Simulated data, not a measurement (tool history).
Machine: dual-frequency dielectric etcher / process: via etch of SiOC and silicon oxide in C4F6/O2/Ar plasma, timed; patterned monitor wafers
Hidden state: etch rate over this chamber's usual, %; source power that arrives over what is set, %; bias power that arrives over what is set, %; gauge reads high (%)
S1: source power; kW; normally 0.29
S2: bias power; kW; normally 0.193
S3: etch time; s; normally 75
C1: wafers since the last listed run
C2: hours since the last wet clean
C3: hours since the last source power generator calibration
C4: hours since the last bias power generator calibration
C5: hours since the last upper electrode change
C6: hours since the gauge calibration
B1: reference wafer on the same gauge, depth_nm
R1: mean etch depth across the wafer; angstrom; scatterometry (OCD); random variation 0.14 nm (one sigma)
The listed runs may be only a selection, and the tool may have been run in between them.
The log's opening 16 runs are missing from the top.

| run | day | S1 | S2 | S3 | C1 | C2 | C3 | C4 | C5 | C6 | B1 | R1 |
|---|---|---|---|---|---|---|---|---|---|---|---|---|
| 17 | 60.588 | 0.35 | 0.193 | 96 | 887 | 88.9 | 177.9 | 3732.2 | 6124.7 | 1411 | 92 | 1046 |
|  | 61.283 | bias power generator calibrated |
| 18 | 62.1 | 0.29 | 0.193 | 75 | 324 | 125.2 | 214.2 | 19.6 | 6161 | 1447.3 | 92 | 773 |
| 19 | 64.412 | 0.29 | 0.193 | 66 | 557 | 180.7 | 269.7 | 75.1 | 6216.5 | 1502.8 | 92 | 681 |
| 20 | 67.329 | 0.29 | 0.193 | 65 | 702 | 250.7 | 339.7 | 145.1 | 6286.5 | 1572.8 | 92 | 672 |
| 21 | 71.225 | 0.35 | 0.172 | 91.5 | 938 | 344.2 | 433.2 | 238.6 | 6380 | 1666.3 | 92 | 988 |
|  | 73.967 | wet clean of the chamber |
|  | 74.667 | upper electrode replaced |
|  | 75.054 | gauge calibrated |
| 22 | 75.171 | 0.33 | 0.172 | 75 | 540 | 28.9 | 527.9 | 333.3 | 12.1 | 2.8 | 92.1 | 787 |
| 23 | 76.717 | 0.26 | 0.217 | 75 | 372 | 66 | 565 | 370.4 | 49.2 | 39.9 | 92 | 761 |
| 24 | 79.058 | 0.32 | 0.226 | 75 | 564 | 122.2 | 621.2 | 426.6 | 105.4 | 96.1 | 92 | 819 |
| 25 | 81.204 | 0.23 | 0.193 | 58 | 517 | 173.7 | 672.7 | 478.1 | 156.9 | 147.6 | 92.1 | 560 |
| 26 | 84.417 | 0.25 | 0.207 | 94.5 | 774 | 250.8 | 749.8 | 555.2 | 234 | 224.7 | 92.1 | 948 |
| 27 | 87.617 | 0.36 | 0.193 | 93.5 | 771 | 327.6 | 826.6 | 632 | 310.8 | 301.5 | 91.9 | 1039 |
| 28 | 89.275 | 0.24 | 0.215 | 84 | 399 | 367.4 | 866.4 | 671.8 | 350.6 | 341.3 | 91.9 | 845 |
|  | 91.083 | wet clean of the chamber |
| 29 | 92.738 | 0.22 | 0.23 | 82.5 | 593 | 39.7 | 949.5 | 754.9 | 433.7 | 424.4 | 92 | 813 |
| 30 | 94.654 | 0.29 | 0.193 | 75 | 461 | 85.7 | 995.5 | 800.9 | 479.7 | 470.4 | 92 | 775 |

3 options for the next run, each taken on its own from the tool as it stands now. Forecast them:
| A | 94.671 | 0.29 | 0.193 | 75 | 4 | 86.1 | 995.9 | 801.3 | 480.1 | 470.8 | ? | ? |
| B | 94.671 | 0.32 | 0.149 | 90.5 | 4 | 86.1 | 995.9 | 801.3 | 480.1 | 470.8 | ? | ? |
| C | 94.671 | 0.29 | 0.193 | 87.5 | 4 | 86.1 | 995.9 | 801.3 | 480.1 | 470.8 | ? | ? |

| run | B1 | R1 |
|---|---|---|
| A | 92.1 | 775 |
| B | 92.1 | 925 |
| C | 92.1 | 904 |
Had the tool no hidden state, the same runs would have come out as:
| run | R1 |
|---|---|
| A | 769 |
| B | 918 |
| C | 897 |
